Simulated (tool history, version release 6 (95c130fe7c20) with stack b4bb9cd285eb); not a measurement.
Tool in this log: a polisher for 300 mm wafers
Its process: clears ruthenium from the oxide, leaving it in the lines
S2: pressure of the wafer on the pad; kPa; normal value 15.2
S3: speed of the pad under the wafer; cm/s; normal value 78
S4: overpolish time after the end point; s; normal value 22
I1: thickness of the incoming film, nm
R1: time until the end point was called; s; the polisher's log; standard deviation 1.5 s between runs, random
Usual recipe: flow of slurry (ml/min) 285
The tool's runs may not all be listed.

run 1 hour=0 | flow_of_slurry_(ml/min)=365 S2=15.2 S3=78 S4=22 | I1=102 | R1=96.9
-- hour=9.8 head pressure recalibrated
run 2 hour=48.2 | flow_of_slurry_(ml/min)=365 S2=15.2 S3=78 S4=22 | I1=100.9 | R1=98.2
-- hour=72.7 slurry nozzle cleaned
run 3 hour=151.7 | flow_of_slurry_(ml/min)=285 S2=15.2 S3=78 S4=22 | I1=101 | R1=105.8
run 4 hour=191 | flow_of_slurry_(ml/min)=285 S2=15.2 S3=78 S4=22 | I1=99.7 | R1=106.4
-- hour=237.4 worn pad replaced by a new one
run 5 hour=292.3 | flow_of_slurry_(ml/min)=285 S2=15.2 S3=78 S4=22 | I1=99.9 | R1=98.8
run 6 hour=373.9 | flow_of_slurry_(ml/min)=285 S2=11 S3=78 S4=31 | I1=99.4 | R1=139.8
run 7 hour=467.8 | flow_of_slurry_(ml/min)=285 S2=11 S3=78 S4=31 | I1=101.5 | R1=146.7
-- hour=483.2 worn pad replaced by a new one
-- hour=525.7 head pressure recalibrated
run 8 hour=529.5 | flow_of_slurry_(ml/min)=285 S2=15.2 S3=78 S4=22 | I1=99.7 | R1=97.3
run 9 hour=596.7 | flow_of_slurry_(ml/min)=285 S2=15.2 S3=78 S4=22 | I1=99.7 | R1=102.8
run 10 hour=649 | flow_of_slurry_(ml/min)=285 S2=15.2 S3=78 S4=22 | I1=98.7 | R1=101
run 11 hour=686.5 | flow_of_slurry_(ml/min)=285 S2=15.2 S3=78 S4=31 | I1=100.3 | R1=104.7
-- hour=739.3 worn pad replaced by a new one
run 12 hour=744.3 | flow_of_slurry_(ml/min)=285 S2=15.2 S3=78 S4=22 | I1=99.9 | R1=95.3
run 13 hour=795.4 | flow_of_slurry_(ml/min)=285 S2=11 S3=78 S4=31 | I1=100.8 | R1=135.6
run 14 hour=896 | flow_of_slurry_(ml/min)=285 S2=15.2 S3=90 S4=22 | I1=98.8 | R1=90.8
run 15 hour=950.8 | flow_of_slurry_(ml/min)=285 S2=15.2 S3=78 S4=22 | I1=98.9 | R1=102.2
-- hour=974.2 slurry nozzle cleaned
-- hour=989.3 worn pad replaced by a new one
run 16 hour=1045.5 | flow_of_slurry_(ml/min)=285 S2=10.3 S3=68 S4=22 | I1=100.9 | R1=156.7
-- hour=1102.3 head pressure recalibrated
run 17 hour=1129.5 | flow_of_slurry_(ml/min)=245 S2=17.9 S3=52 S4=22 | I1=102.1 | R1=113.8
run 18 hour=1181.1 | flow_of_slurry_(ml/min)=285 S2=20.7 S3=56 S4=22 | I1=99.4 | R1=91
run 19 hour=1275 | flow_of_slurry_(ml/min)=340 S2=20 S3=78 S4=26 | I1=101 | R1=78.5
-- hour=1288.7 worn pad replaced by a new one
run 20 hour=1321.4 | flow_of_slurry_(ml/min)=340 S2=15.2 S3=78 S4=22 | I1=100 | R1=94.3
run 21 hour=1382.9 | flow_of_slurry_(ml/min)=285 S2=15.2 S3=78 S4=22 | I1=101.7 | R1=102.3
run 22 hour=1445.9 | flow_of_slurry_(ml/min)=365 S2=15.2 S3=66 S4=34 | I1=100.1 | R1=112.5

5 ways to go on from here, each from the tool as it stands after run 22. What would each give?
run A hour=1446.4 | flow_of_slurry_(ml/min)=285 S2=15.2 S3=78 S4=22 | I1=101.2 | R1=?
run B hour=1446.4 | flow_of_slurry_(ml/min)=215 S2=18.6 S3=78 S4=31 | I1=101.2 | R1=?
run C hour=1446.4 | flow_of_slurry_(ml/min)=285 S2=11.7 S3=78 S4=22 | I1=101.2 | R1=?
run D hour=1446.4 | flow_of_slurry_(ml/min)=195 S2=18.6 S3=58 S4=22 | I1=101.2 | R1=?
run E hour=1446.4 | flow_of_slurry_(ml/min)=345 S2=10.3 S3=78 S4=22 | I1=101.2 | R1=?

run=A R1=106
run=B R1=89.4
run=C R1=137.2
run=D R1=107.3
run=E R1=152.7
Without the tool's unlogged condition, the same runs would have read:
run=A R1=94.5
run=B R1=79.7
run=C R1=122.3
run=D R1=95.6
run=E R1=136.1
